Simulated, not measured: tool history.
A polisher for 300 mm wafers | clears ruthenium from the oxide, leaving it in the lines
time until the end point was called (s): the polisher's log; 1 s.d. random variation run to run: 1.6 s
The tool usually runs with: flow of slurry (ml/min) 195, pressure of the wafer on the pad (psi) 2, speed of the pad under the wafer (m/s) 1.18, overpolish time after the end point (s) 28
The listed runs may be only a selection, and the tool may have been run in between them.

run	hour	flow of slurry (ml/min)	pressure of the wafer on the pad (psi)	speed of the pad under the wafer (m/s)	overpolish time after the end point (s)	wafers since the last listed run	wafers polished on this pad	hours since the slurry nozzle was cleaned	hours since the head pressure was calibrated	incoming thickness of the incoming film, nm	time until the end point was called (s)
1	0	240	2	1.18	28	0	1779	55.4	264.8	110.4	92.9
2	24.1	240	2	1.18	28	223	2002	79.5	288.9	109.3	95.4
# hour 81.4: worn pad replaced by a new one
3	96	240	2	1.18	28	629	134	151.4	360.8	110.9	97.6
# hour 131.9: head pressure recalibrated
4	135	195	2	1.18	28	342	477	190.4	3.1	109.1	90.6
5	192.4	195	2	1.3	28	532	1009	247.8	60.5	110	86
6	248.6	195	2	1.3	28	520	1530	304	116.7	110.8	84.4
7	273.6	195	2	0.88	28	231	1762	329	141.7	109	105.7
8	312.5	195	2	0.88	28	360	2123	367.9	180.6	109.8	108.6
9	350.4	195	2	0.88	28	351	2474	405.8	218.5	110.8	114.1
10	382.7	195	2	1.18	28	299	2773	438.1	250.8	111.1	96.3
# hour 392.7: worn pad replaced by a new one, of another model than before
11	421.3	195	2	1.18	28	320	265	476.7	289.4	109	89.5
12	482.5	195	2	1.18	28	567	832	537.9	350.6	110.5	96.4
13	544	195	2	1.18	28	570	1402	599.4	412.1	109.5	94.8
# hour 556: head pressure recalibrated
14	594.6	195	2	1.18	28	450	1853	650	38.6	108.2	87
# hour 614.4: slurry nozzle cleaned
# hour 638.4: worn pad replaced by a new one
15	640.3	195	2	1.18	23	377	17	25.9	84.3	110.2	87.5
16	691.1	195	2	1.18	28	470	488	76.7	135.1	109.4	91.1
17	760.3	260	2.7	0.76	13	641	1129	145.9	204.3	111.2	85.3
18	807.5	195	2	1.18	28	437	1567	193.1	251.5	111.5	92.4
19	877.3	195	1.6	1.18	41	646	2214	262.9	321.3	109.7	105.5
# hour 887.2: worn pad replaced by a new one
# hour 919.8: head pressure recalibrated
20	934	195	2	1.18	28	469	415	319.6	14.2	108.8	88.2
21	992.2	195	2.3	1.18	18	539	955	377.8	72.4	111	84.9
22	1056	230	2	1.18	28	591	1546	441.6	136.2	109.2	85.6
23	1117.1	230	2.5	1.18	45	566	2112	502.7	197.3	110	77.3
# hour 1144.8: worn pad replaced by a new one
24	1176.7	195	2	1.18	28	515	296	562.3	256.9	109.3	90.4
25	1244.3	195	2	1.18	28	626	922	629.9	324.5	109.6	92.1
# hour 1297.8: head pressure recalibrated
26	1313.4	195	2	1.3	28	621	1544	699	15.6	111	88.4
27	1343.9	215	2	1.18	19	282	1827	729.5	46.1	111.5	90
28	1407	195	2	1.18	22	584	2412	792.6	109.2	109.2	90.7

Entry by entry between the runs, the difference in hidden state between the last listed run before and the first listed run after:
After run 2, before run 3: worn pad replaced by a new one (hour 81.4)
  deviation of the head's pressure from its setpoint, %: -8.04 -> -10.4
  measured minus no-state result, time until the end point was called (s): +7.6 -> +10.1
After run 3, before run 4: head pressure recalibrated (hour 131.9)
  deviation of the head's pressure from its setpoint, %: -10.4 -> 1.28
  measured minus no-state result, time until the end point was called (s): +10.1 -> -1.2
After run 10, before run 11: worn pad replaced by a new one, of another model than before (hour 392.7)
  deviation of the head's pressure from its setpoint, %: -6.73 -> -7.98
  measured minus no-state result, time until the end point was called (s): +6.5 -> +3.6
After run 13, before run 14: head pressure recalibrated (hour 556)
  deviation of the head's pressure from its setpoint, %: -12 -> -1.32
  measured minus no-state result, time until the end point was called (s): +5.8 -> +0.6
After run 14, before run 15: slurry nozzle cleaned (hour 614.4); worn pad replaced by a new one (hour 638.4)
  deviation of the head's pressure from its setpoint, %: -1.32 -> -2.8
  measured minus no-state result, time until the end point was called (s): +0.6 -> +1.3
After run 19, before run 20: worn pad replaced by a new one (hour 887.2); head pressure recalibrated (hour 919.8)
  deviation of the head's pressure from its setpoint, %: -10.5 -> 0.367
  measured minus no-state result, time until the end point was called (s): +5.6 -> -0.2
After run 23, before run 24: worn pad replaced by a new one (hour 1144.8)
  deviation of the head's pressure from its setpoint, %: -5.56 -> -7.49
  measured minus no-state result, time until the end point was called (s): +2.1 -> +3.5
After run 25, before run 26: head pressure recalibrated (hour 1297.8)
  deviation of the head's pressure from its setpoint, %: -9.67 -> -3.7
  measured minus no-state result, time until the end point was called (s): +4.6 -> +1.6
